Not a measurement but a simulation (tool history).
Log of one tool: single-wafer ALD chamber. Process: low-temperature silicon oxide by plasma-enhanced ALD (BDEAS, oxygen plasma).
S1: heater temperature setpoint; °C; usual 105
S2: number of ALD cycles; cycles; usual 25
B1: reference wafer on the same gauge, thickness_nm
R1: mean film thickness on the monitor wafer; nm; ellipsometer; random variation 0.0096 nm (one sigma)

run,hour,S1,S2,B1,R1
1,0,101,25,4.686,3.946
2,8,101,25,4.689,3.953
3,29.7,105,25,4.688,3.919
4,38,105,25,4.69,3.918
5,46.8,105,25,4.689,3.933
6,60.1,105,25,4.689,3.91
7,74,105,25,4.692,3.907
8,83.5,105,24,4.692,3.773
9,100.4,105,24,4.691,3.767
10,107.7,105,24,4.693,3.751
11,115.9,105,27,4.693,4.235
12,128.8,105,27,4.696,4.223
# hour 142.9: gauge calibrated
13,143.2,105,27,4.613,4.158
14,157.9,102,25,4.621,3.879
15,166,102,25,4.623,3.885
16,181.7,111,25,4.628,3.816
17,195.4,111,25,4.632,3.826
18,204.1,111,25,4.635,3.807
19,216.3,108,25,4.643,3.867
20,223.6,108,25,4.642,3.854
21,234.4,105,25,4.646,3.874
22,243,105,25,4.65,3.865
23,252.5,114,20,4.65,3.051
# hour 269.6: thermocouple changed; heater temperature recalibrated
24,270.9,97,29,4.657,4.624
25,279.9,110,21,4.657,3.243
26,291.1,105,26,4.661,4.053
27,299.3,105,25,4.664,3.885

The next listed run, before its measurement:
28,307.7,115,29,?,?

B1: 4.663
R1: 4.417 nm
Without the tool's hidden state the same run would have given R1 4.357 nm.

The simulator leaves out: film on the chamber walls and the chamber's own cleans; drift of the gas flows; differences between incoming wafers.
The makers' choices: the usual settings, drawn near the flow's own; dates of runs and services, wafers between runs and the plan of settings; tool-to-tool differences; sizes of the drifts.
